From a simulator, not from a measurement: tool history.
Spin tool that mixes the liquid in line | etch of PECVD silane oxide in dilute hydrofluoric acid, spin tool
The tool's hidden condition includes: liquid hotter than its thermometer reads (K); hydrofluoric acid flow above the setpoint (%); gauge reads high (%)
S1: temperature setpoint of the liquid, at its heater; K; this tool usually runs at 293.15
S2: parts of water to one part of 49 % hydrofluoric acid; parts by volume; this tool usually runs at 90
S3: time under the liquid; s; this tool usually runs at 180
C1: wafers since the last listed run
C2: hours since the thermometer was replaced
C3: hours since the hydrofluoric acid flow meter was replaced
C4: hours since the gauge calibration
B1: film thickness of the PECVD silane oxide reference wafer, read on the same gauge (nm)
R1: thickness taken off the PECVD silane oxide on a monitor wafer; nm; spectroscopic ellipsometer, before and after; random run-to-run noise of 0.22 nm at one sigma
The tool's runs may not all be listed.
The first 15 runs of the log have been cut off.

Run 16, hour 1151: usual settings but S1 294.65 K, S2 60 parts by volume, S3 215 s; C1 417; C2 297.6; C3 120.8; C4 349.3; B1 149.99. Result: R1 59.22 nm.
Run 17, hour 1236.1: usual settings but S1 291.15 K, S3 285 s; C1 827; C2 382.7; C3 205.9; C4 434.4; B1 149.95. Result: R1 44.6 nm.
Run 18, hour 1327.7: usual settings but S1 298.15 K; C1 890; C2 474.3; C3 297.5; C4 526; B1 149.96. Result: R1 37.61 nm.
Run 19, hour 1366.3: usual settings but S3 255 s; C1 375; C2 512.9; C3 336.1; C4 564.6; B1 150.02. Result: R1 43.03 nm.
Run 20, hour 1464.2: usual settings; C1 951; C2 610.8; C3 434; C4 662.5; B1 150. Result: R1 30.84 nm.
Run 21, hour 1502.4: usual settings but S1 290.15 K, S3 90 s; C1 371; C2 649; C3 472.2; C4 700.7; B1 149.95. Result: R1 13.54 nm.
Run 22, hour 1601: usual settings but S3 75 s; C1 958; C2 747.6; C3 570.8; C4 799.3; B1 150.03. Result: R1 12.84 nm.
Run 23, hour 1706: usual settings; C1 1020; C2 852.6; C3 675.8; C4 904.3; B1 150.02. Result: R1 31.18 nm.
Run 24, hour 1769.6: usual settings but S1 290.15 K, S2 135 parts by volume; C1 618; C2 916.2; C3 739.4; C4 967.9; B1 150.05. Result: R1 17.53 nm.
Run 25, hour 1808.5: usual settings but S2 115 parts by volume, S3 285 s; C1 378; C2 955.1; C3 778.3; C4 1006.8; B1 149.98. Result: R1 37.99 nm.
Run 26, hour 1877.6: usual settings but S1 296.15 K, S2 110 parts by volume, S3 145 s; C1 671; C2 1024.2; C3 847.4; C4 1075.9; B1 150.01. Result: R1 22.83 nm.
Run 27, hour 2104.4: usual settings but S1 298.15 K, S2 45 parts by volume, S3 75 s; C1 2204; C2 1251; C3 1074.2; C4 1302.7; B1 150.04. Result: R1 33.89 nm.
Run 28, hour 2161: usual settings but S1 297.65 K, S2 55 parts by volume; C1 550; C2 1307.6; C3 1130.8; C4 1359.3; B1 150.02. Result: R1 65.1 nm.
Run 29, hour 2206.3: usual settings but S2 125 parts by volume; C1 440; C2 1352.9; C3 1176.1; C4 1404.6; B1 150. Result: R1 22.22 nm.
Run 30, hour 2268.1: usual settings; C1 600; C2 1414.7; C3 1237.9; C4 1466.4; B1 149.99. Result: R1 31.73 nm.
Run 31, hour 2311.8: usual settings but S1 290.65 K, S2 120 parts by volume, S3 125 s; C1 424; C2 1458.4; C3 1281.6; C4 1510.1; B1 149.98. Result: R1 14.55 nm.
Run 32, hour 2394.4: usual settings but S3 100 s; C1 802; C2 1541; C3 1364.2; C4 1592.7; B1 150.02. Result: R1 17.98 nm.
Run 33, hour 2460.4: usual settings but S1 290.15 K, S3 140 s; C1 641; C2 1607; C3 1430.2; C4 1658.7; B1 150. Result: R1 22.27 nm.
Run 34, hour 2514.3: usual settings; C1 523; C2 1660.9; C3 1484.1; C4 1712.6; B1 150. Result: R1 32.41 nm.

Branching from run 34: 3 alternative next runs. What would each branch give?
Run A, hour 2514.8: usual settings but S2 50 parts by volume; C1 4; C2 1661.4; C3 1484.6; C4 1713.1; B1 ?. Result: R1 ?.
Run B, hour 2514.8: usual settings but S1 291.65 K, S2 45 parts by volume, S3 255 s; C1 4; C2 1661.4; C3 1484.6; C4 1713.1; B1 ?. Result: R1 ?.
Run C, hour 2514.8: usual settings but S1 290.65 K, S2 100 parts by volume, S3 225 s; C1 4; C2 1661.4; C3 1484.6; C4 1713.1; B1 ?. Result: R1 ?.

run      B1     R1
  A  150.02  61.01
  B  150.02  90.55
  C  150.02  32.54
The same runs, with their run-to-run variation unchanged, on a tool lacking any hidden condition would have given:
run     R1
  A  56.79
  B  84.32
  C  30.19
